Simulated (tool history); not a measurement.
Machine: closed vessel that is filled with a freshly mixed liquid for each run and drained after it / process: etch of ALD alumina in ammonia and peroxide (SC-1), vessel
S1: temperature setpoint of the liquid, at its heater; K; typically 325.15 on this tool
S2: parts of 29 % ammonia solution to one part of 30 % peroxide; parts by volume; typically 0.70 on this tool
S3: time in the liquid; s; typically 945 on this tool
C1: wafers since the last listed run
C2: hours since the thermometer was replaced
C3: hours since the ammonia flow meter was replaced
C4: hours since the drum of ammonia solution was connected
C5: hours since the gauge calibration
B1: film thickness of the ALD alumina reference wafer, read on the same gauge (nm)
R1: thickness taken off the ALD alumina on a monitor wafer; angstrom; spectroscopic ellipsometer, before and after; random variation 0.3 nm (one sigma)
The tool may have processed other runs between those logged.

{"run": 1, "hour": 0.0, "S1": 325.15, "S2": 0.7, "S3": 945, "C1": 0, "C2": 3.7, "C3": 59.9, "C4": 443.1, "C5": 2425.1, "B1": 70.0, "R1": 625.8}
{"run": 2, "hour": 43.4, "S1": 325.15, "S2": 0.7, "S3": 1195, "C1": 2437, "C2": 47.1, "C3": 103.3, "C4": 486.5, "C5": 2468.5, "B1": 69.98, "R1": 796.4}
{"run": 3, "hour": 221.8, "S1": 325.15, "S2": 0.7, "S3": 1195, "C1": 10019, "C2": 225.5, "C3": 281.7, "C4": 664.9, "C5": 2646.9, "B1": 70.01, "R1": 800.4}
{"run": 4, "hour": 261.4, "S1": 325.15, "S2": 0.7, "S3": 945, "C1": 2224, "C2": 265.1, "C3": 321.3, "C4": 704.5, "C5": 2686.5, "B1": 69.99, "R1": 632.6}
{"run": 5, "hour": 299.4, "S1": 325.15, "S2": 0.7, "S3": 945, "C1": 2134, "C2": 303.1, "C3": 359.3, "C4": 742.5, "C5": 2724.5, "B1": 70.01, "R1": 642.8}
{"hour": 337.1, "done": "new drum of ammonia solution connected"}
{"run": 6, "hour": 353.5, "S1": 333.15, "S2": 0.8, "S3": 1270, "C1": 2982, "C2": 357.2, "C3": 413.4, "C4": 16.4, "C5": 2778.6, "B1": 70.01, "R1": 1319.1}
{"run": 7, "hour": 417.4, "S1": 330.65, "S2": 0.7, "S3": 1255, "C1": 3588, "C2": 421.1, "C3": 477.3, "C4": 80.3, "C5": 2842.5, "B1": 70.03, "R1": 1126.0}
{"hour": 431.0, "done": "thermometer replaced, repeated, since the last time left the tool worse"}
{"run": 8, "hour": 449.7, "S1": 317.15, "S2": 0.85, "S3": 1430, "C1": 1757, "C2": 18.7, "C3": 509.6, "C4": 112.6, "C5": 2874.8, "B1": 70.02, "R1": 582.8}
{"run": 9, "hour": 483.2, "S1": 315.65, "S2": 0.9, "S3": 485, "C1": 1881, "C2": 52.2, "C3": 543.1, "C4": 146.1, "C5": 2908.3, "B1": 69.98, "R1": 183.1}
{"run": 10, "hour": 509.0, "S1": 325.15, "S2": 0.7, "S3": 945, "C1": 1449, "C2": 78.0, "C3": 568.9, "C4": 171.9, "C5": 2934.1, "B1": 69.98, "R1": 603.4}
{"hour": 526.7, "done": "gauge calibrated"}
{"run": 11, "hour": 546.8, "S1": 319.15, "S2": 0.55, "S3": 1345, "C1": 2123, "C2": 115.8, "C3": 606.7, "C4": 209.7, "C5": 20.1, "B1": 69.99, "R1": 587.4}
{"hour": 562.9, "done": "ammonia flow meter replaced"}
{"run": 12, "hour": 595.5, "S1": 316.15, "S2": 0.7, "S3": 755, "C1": 2679, "C2": 164.5, "C3": 32.6, "C4": 258.4, "C5": 68.8, "B1": 69.99, "R1": 287.7}
{"run": 13, "hour": 639.6, "S1": 325.15, "S2": 0.7, "S3": 615, "C1": 2476, "C2": 208.6, "C3": 76.7, "C4": 302.5, "C5": 112.9, "B1": 70.0, "R1": 389.0}
{"run": 14, "hour": 694.2, "S1": 316.65, "S2": 0.7, "S3": 610, "C1": 3066, "C2": 263.2, "C3": 131.3, "C4": 357.1, "C5": 167.5, "B1": 70.0, "R1": 241.5}
{"run": 15, "hour": 723.2, "S1": 325.15, "S2": 0.7, "S3": 945, "C1": 1628, "C2": 292.2, "C3": 160.3, "C4": 386.1, "C5": 196.5, "B1": 70.01, "R1": 600.3}
{"run": 16, "hour": 768.1, "S1": 315.65, "S2": 0.7, "S3": 1270, "C1": 2521, "C2": 337.1, "C3": 205.2, "C4": 431.0, "C5": 241.4, "B1": 70.03, "R1": 470.6}
{"run": 17, "hour": 977.4, "S1": 325.15, "S2": 0.7, "S3": 945, "C1": 11755, "C2": 546.4, "C3": 414.5, "C4": 640.3, "C5": 450.7, "B1": 70.0, "R1": 604.4}
{"run": 18, "hour": 1010.3, "S1": 325.15, "S2": 1.0, "S3": 945, "C1": 1847, "C2": 579.3, "C3": 447.4, "C4": 673.2, "C5": 483.6, "B1": 70.0, "R1": 620.4}
{"run": 19, "hour": 1068.4, "S1": 328.15, "S2": 0.7, "S3": 1215, "C1": 3263, "C2": 637.4, "C3": 505.5, "C4": 731.3, "C5": 541.7, "B1": 69.99, "R1": 912.7}
{"hour": 1127.0, "done": "ammonia flow meter replaced"}
{"run": 20, "hour": 1127.6, "S1": 334.15, "S2": 0.5, "S3": 1225, "C1": 3268, "C2": 696.6, "C3": 0.6, "C4": 790.5, "C5": 600.9, "B1": 69.98, "R1": 1215.9}
{"hour": 1137.0, "done": "new drum of ammonia solution connected"}
{"run": 21, "hour": 1168.2, "S1": 316.65, "S2": 0.7, "S3": 1125, "C1": 2224, "C2": 737.2, "C3": 41.2, "C4": 31.2, "C5": 641.5, "B1": 69.99, "R1": 444.2}
{"run": 22, "hour": 1237.6, "S1": 325.15, "S2": 0.7, "S3": 945, "C1": 3897, "C2": 806.6, "C3": 110.6, "C4": 100.6, "C5": 710.9, "B1": 69.99, "R1": 605.9}
{"run": 23, "hour": 1280.6, "S1": 315.65, "S2": 0.9, "S3": 1450, "C1": 2415, "C2": 849.6, "C3": 153.6, "C4": 143.6, "C5": 753.9, "B1": 70.0, "R1": 561.8}
{"run": 24, "hour": 1328.9, "S1": 318.15, "S2": 0.35, "S3": 945, "C1": 2712, "C2": 897.9, "C3": 201.9, "C4": 191.9, "C5": 802.2, "B1": 70.03, "R1": 384.2}
{"run": 25, "hour": 1379.4, "S1": 325.15, "S2": 0.6, "S3": 945, "C1": 2836, "C2": 948.4, "C3": 252.4, "C4": 242.4, "C5": 852.7, "B1": 70.0, "R1": 596.6}
{"run": 26, "hour": 1429.9, "S1": 325.15, "S2": 0.85, "S3": 1450, "C1": 2836, "C2": 998.9, "C3": 302.9, "C4": 292.9, "C5": 903.2, "B1": 70.0, "R1": 946.0}
{"run": 27, "hour": 1495.3, "S1": 334.15, "S2": 1.0, "S3": 690, "C1": 3673, "C2": 1064.3, "C3": 368.3, "C4": 358.3, "C5": 968.6, "B1": 70.0, "R1": 728.5}
{"run": 28, "hour": 1536.7, "S1": 325.15, "S2": 0.7, "S3": 945, "C1": 2325, "C2": 1105.7, "C3": 409.7, "C4": 399.7, "C5": 1010.0, "B1": 69.98, "R1": 607.3}

Below are 5 alternative next runs, each starting from the tool's condition after run 28. Predict each:
{"run": "A", "hour": 1537.6, "S1": 325.15, "S2": 0.7, "S3": 1165, "C1": 50, "C2": 1106.6, "C3": 410.6, "C4": 400.6, "C5": 1010.9, "B1": "?", "R1": "?"}
{"run": "B", "hour": 1537.6, "S1": 316.15, "S2": 0.85, "S3": 945, "C1": 50, "C2": 1106.6, "C3": 410.6, "C4": 400.6, "C5": 1010.9, "B1": "?", "R1": "?"}
{"run": "C", "hour": 1537.6, "S1": 334.15, "S2": 0.7, "S3": 945, "C1": 50, "C2": 1106.6, "C3": 410.6, "C4": 400.6, "C5": 1010.9, "B1": "?", "R1": "?"}
{"run": "D", "hour": 1537.6, "S1": 325.15, "S2": 0.55, "S3": 620, "C1": 50, "C2": 1106.6, "C3": 410.6, "C4": 400.6, "C5": 1010.9, "B1": "?", "R1": "?"}
{"run": "E", "hour": 1537.6, "S1": 333.65, "S2": 0.35, "S3": 475, "C1": 50, "C2": 1106.6, "C3": 410.6, "C4": 400.6, "C5": 1010.9, "B1": "?", "R1": "?"}

run=A B1=69.96 R1=743.0
run=B B1=69.96 R1=371.5
run=C B1=69.96 R1=966.3
run=D B1=69.96 R1=386.5
run=E B1=69.96 R1=443.4
What these runs would have given with no unlogged condition in the tool:
run=A R1=726.3
run=B R1=362.7
run=C R1=945.8
run=D R1=377.8
run=E R1=434.0
